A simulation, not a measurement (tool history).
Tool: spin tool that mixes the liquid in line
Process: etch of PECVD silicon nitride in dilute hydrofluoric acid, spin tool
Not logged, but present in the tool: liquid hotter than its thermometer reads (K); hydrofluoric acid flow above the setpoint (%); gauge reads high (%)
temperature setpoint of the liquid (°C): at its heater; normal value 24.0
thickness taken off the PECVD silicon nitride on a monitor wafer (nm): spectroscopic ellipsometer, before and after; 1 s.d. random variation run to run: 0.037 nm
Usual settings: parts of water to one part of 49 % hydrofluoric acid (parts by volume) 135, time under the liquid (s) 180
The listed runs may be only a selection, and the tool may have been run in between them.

run   hour  temperature setpoint of the liquid (°C)  parts of water to one part of 49 % hydrofluoric acid (parts by volume)  time under the liquid (s)  wafers since the last listed run  hours since the thermometer was replaced  hours since the hydrofluoric acid flow meter was replaced  hours since the gauge calibration  read-back film thickness of the PECVD silicon nitride reference wafer, read on the same gauge (nm)  thickness taken off the PECVD silicon nitride on a monitor wafer (nm)
  1    0.0                                     24.0                                                                     135                        180                                 0                                    2089.4                                                      551.8                              226.1                                                                                              69.976                                                                  4.698
  2   28.2                                     24.0                                                                     135                        180                               114                                    2117.6                                                      580.0                              254.3                                                                                              69.985                                                                  4.712
  3   51.8                                     24.0                                                                     135                        180                                95                                    2141.2                                                      603.6                              277.9                                                                                              70.006                                                                  4.682
  4   78.2                                     24.0                                                                     135                        180                               107                                    2167.6                                                      630.0                              304.3                                                                                              69.980                                                                  4.779
  5   96.0                                     24.0                                                                     135                        180                                72                                    2185.4                                                      647.8                              322.1                                                                                              70.009                                                                  4.678
     150.1  -- hydrofluoric acid flow meter replaced
  6  150.6                                     24.0                                                                     135                        180                               217                                    2240.0                                                        0.5                              376.7                                                                                              70.021                                                                  4.685
  7  177.5                                     24.0                                                                     135                        180                               109                                    2266.9                                                       27.4                              403.6                                                                                              69.988                                                                  4.726
  8  206.7                                     24.0                                                                     135                        125                               118                                    2296.1                                                       56.6                              432.8                                                                                              69.986                                                                  3.262
     211.5  -- thermometer replaced
  9  223.6                                     24.0                                                                     135                        180                                64                                      12.1                                                       73.5                              449.7                                                                                              69.991                                                                  4.787
 10  248.2                                     24.0                                                                     135                        180                                99                                      36.7                                                       98.1                              474.3                                                                                              69.977                                                                  4.706
 11  260.7                                     24.0                                                                     135                        270                                50                                      49.2                                                      110.6                              486.8                                                                                              69.999                                                                  7.040
 12  273.1                                     21.5                                                                     135                         90                                50                                      61.6                                                      123.0                              499.2                                                                                              69.985                                                                  1.999
 13  291.4                                     24.0                                                                     135                        180                                74                                      79.9                                                      141.3                              517.5                                                                                              70.042                                                                  4.741
     306.8  -- gauge calibrated
 14  313.6                                     24.0                                                                     135                        180                                90                                     102.1                                                      163.5                                6.8                                                                                              69.987                                                                  4.668
 15  344.3                                     24.0                                                                     135                        180                               124                                     132.8                                                      194.2                               37.5                                                                                              70.009                                                                  4.668
 16  378.1                                     24.0                                                                     110                        100                               137                                     166.6                                                      228.0                               71.3                                                                                              69.991                                                                  3.168
 17  395.5                                     24.0                                                                     135                        180                                70                                     184.0                                                      245.4                               88.7                                                                                              70.027                                                                  4.697
 18  415.6                                     25.5                                                                     160                        285                                81                                     204.1                                                      265.5                              108.8                                                                                              70.018                                                                  6.927
 19  430.5                                     24.0                                                                     110                        150                                60                                     219.0                                                      280.4                              123.7                                                                                              70.007                                                                  4.801
 20  455.2                                     27.0                                                                     135                        105                               100                                     243.7                                                      305.1                              148.4                                                                                              70.004                                                                  3.330
 21  483.1                                     20.0                                                                     135                        180                               113                                     271.6                                                      333.0                              176.3                                                                                              69.958                                                                  3.596

Forecast each of these 4 alternatives for the next run:
  A  483.6                                     24.0                                                                     180                        180                                 2                                     272.1                                                      333.5                              176.8                                                                                                   ?                                                                      ?
  B  483.6                                     24.0                                                                     135                         80                                 2                                     272.1                                                      333.5                              176.8                                                                                                   ?                                                                      ?
  C  483.6                                     24.0                                                                      95                        235                                 2                                     272.1                                                      333.5                              176.8                                                                                                   ?                                                                      ?
  D  483.6                                     26.0                                                                     135                        180                                 2                                     272.1                                                      333.5                              176.8                                                                                                   ?                                                                      ?

run  read-back film thickness of the PECVD silicon nitride reference wafer, read on the same gauge (nm)  thickness taken off the PECVD silicon nitride on a monitor wafer (nm)
  A                                                                                              69.991                                                                  3.580
  B                                                                                              69.991                                                                  2.115
  C                                                                                              69.991                                                                  8.792
  D                                                                                              69.991                                                                  5.413
The same runs, with their run-to-run variation unchanged, on a tool lacking any hidden condition would have given:
run  thickness taken off the PECVD silicon nitride on a monitor wafer (nm)
  A                                                                  3.580
  B                                                                  2.115
  C                                                                  8.792
  D                                                                  5.413

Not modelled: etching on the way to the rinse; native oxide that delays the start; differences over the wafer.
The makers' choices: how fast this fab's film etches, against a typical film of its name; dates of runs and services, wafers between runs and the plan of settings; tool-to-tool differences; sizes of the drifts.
